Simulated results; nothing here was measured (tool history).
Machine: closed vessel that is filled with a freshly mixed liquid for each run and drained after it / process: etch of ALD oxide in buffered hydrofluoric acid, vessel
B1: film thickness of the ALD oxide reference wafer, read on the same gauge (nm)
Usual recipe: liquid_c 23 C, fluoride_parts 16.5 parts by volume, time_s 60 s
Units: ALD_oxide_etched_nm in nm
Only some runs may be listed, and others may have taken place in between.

{"run": 1, "hour": 0.0, "liquid_c": 23, "fluoride_parts": 16.5, "time_s": 60, "B1": 90, "ALD_oxide_etched_nm": 113.52}
{"run": 2, "hour": 24.0, "liquid_c": 23, "fluoride_parts": 16.5, "time_s": 60, "B1": 89.99, "ALD_oxide_etched_nm": 113.79}
{"run": 3, "hour": 40.8, "liquid_c": 23, "fluoride_parts": 16.5, "time_s": 60, "B1": 89.98, "ALD_oxide_etched_nm": 113.93}
{"hour": 53.4, "done": "gauge calibrated"}
{"run": 4, "hour": 73.0, "liquid_c": 23, "fluoride_parts": 16.5, "time_s": 60, "B1": 90.02, "ALD_oxide_etched_nm": 114.15}
{"run": 5, "hour": 86.6, "liquid_c": 23, "fluoride_parts": 16.5, "time_s": 85, "B1": 90.02, "ALD_oxide_etched_nm": 161.97}
{"run": 6, "hour": 105.4, "liquid_c": 23, "fluoride_parts": 16.5, "time_s": 85, "B1": 89.97, "ALD_oxide_etched_nm": 161.52}
{"run": 7, "hour": 121.3, "liquid_c": 23, "fluoride_parts": 21.5, "time_s": 60, "B1": 90.02, "ALD_oxide_etched_nm": 90.19}
{"run": 8, "hour": 141.7, "liquid_c": 23, "fluoride_parts": 21.5, "time_s": 60, "B1": 90, "ALD_oxide_etched_nm": 90.48}
{"run": 9, "hour": 157.2, "liquid_c": 23, "fluoride_parts": 16.5, "time_s": 60, "B1": 89.96, "ALD_oxide_etched_nm": 116.22}
{"hour": 163.9, "done": "thermometer replaced"}
{"run": 10, "hour": 191.0, "liquid_c": 23, "fluoride_parts": 16.5, "time_s": 60, "B1": 90.07, "ALD_oxide_etched_nm": 100.22}
{"run": 11, "hour": 215.8, "liquid_c": 18.5, "fluoride_parts": 18.5, "time_s": 90, "B1": 89.98, "ALD_oxide_etched_nm": 105.3}
{"hour": 239.2, "done": "hydrofluoric acid flow meter replaced"}
{"run": 12, "hour": 251.8, "liquid_c": 28, "fluoride_parts": 16.5, "time_s": 60, "B1": 90, "ALD_oxide_etched_nm": 133.38}
{"run": 13, "hour": 268.8, "liquid_c": 18.5, "fluoride_parts": 11, "time_s": 40, "B1": 89.98, "ALD_oxide_etched_nm": 77.97}
{"hour": 284.3, "done": "gauge calibrated"}
{"run": 14, "hour": 290.9, "liquid_c": 19.5, "fluoride_parts": 22.5, "time_s": 50, "B1": 90.05, "ALD_oxide_etched_nm": 53.58}
{"run": 15, "hour": 308.0, "liquid_c": 23, "fluoride_parts": 16.5, "time_s": 60, "B1": 90.04, "ALD_oxide_etched_nm": 101}
{"run": 16, "hour": 326.4, "liquid_c": 23, "fluoride_parts": 14.5, "time_s": 75, "B1": 90.03, "ALD_oxide_etched_nm": 144.89}
{"run": 17, "hour": 353.6, "liquid_c": 20, "fluoride_parts": 16.5, "time_s": 75, "B1": 90.02, "ALD_oxide_etched_nm": 107.64}
{"run": 18, "hour": 369.6, "liquid_c": 23, "fluoride_parts": 13, "time_s": 30, "B1": 89.94, "ALD_oxide_etched_nm": 64.96}
{"run": 19, "hour": 401.6, "liquid_c": 23, "fluoride_parts": 16.5, "time_s": 60, "B1": 90.01, "ALD_oxide_etched_nm": 102.63}
{"run": 20, "hour": 414.7, "liquid_c": 18, "fluoride_parts": 16.5, "time_s": 50, "B1": 90.03, "ALD_oxide_etched_nm": 64.76}

Consider 5 possible next runs. They are alternatives, not a sequence: every one starts from the tool as it was left by run 20. What does each give?
{"run": "A", "hour": 415.4, "liquid_c": 20.5, "fluoride_parts": 16.5, "time_s": 60, "B1": "?", "ALD_oxide_etched_nm": "?"}
{"run": "B", "hour": 415.4, "liquid_c": 20.5, "fluoride_parts": 12, "time_s": 85, "B1": "?", "ALD_oxide_etched_nm": "?"}
{"run": "C", "hour": 415.4, "liquid_c": 23, "fluoride_parts": 16.5, "time_s": 50, "B1": "?", "ALD_oxide_etched_nm": "?"}
{"run": "D", "hour": 415.4, "liquid_c": 19, "fluoride_parts": 16.5, "time_s": 60, "B1": "?", "ALD_oxide_etched_nm": "?"}
{"run": "E", "hour": 415.4, "liquid_c": 23, "fluoride_parts": 19.5, "time_s": 45, "B1": "?", "ALD_oxide_etched_nm": "?"}

run=A B1=89.98 ALD_oxide_etched_nm=89.82
run=B B1=89.98 ALD_oxide_etched_nm=173.96
run=C B1=89.98 ALD_oxide_etched_nm=85.95
run=D B1=89.98 ALD_oxide_etched_nm=82.59
run=E B1=89.98 ALD_oxide_etched_nm=65.61
With no hidden state in the tool, these same runs would have given:
run=A ALD_oxide_etched_nm=87.35
run=B ALD_oxide_etched_nm=169.18
run=C ALD_oxide_etched_nm=83.62
run=D ALD_oxide_etched_nm=80.29
run=E ALD_oxide_etched_nm=63.83

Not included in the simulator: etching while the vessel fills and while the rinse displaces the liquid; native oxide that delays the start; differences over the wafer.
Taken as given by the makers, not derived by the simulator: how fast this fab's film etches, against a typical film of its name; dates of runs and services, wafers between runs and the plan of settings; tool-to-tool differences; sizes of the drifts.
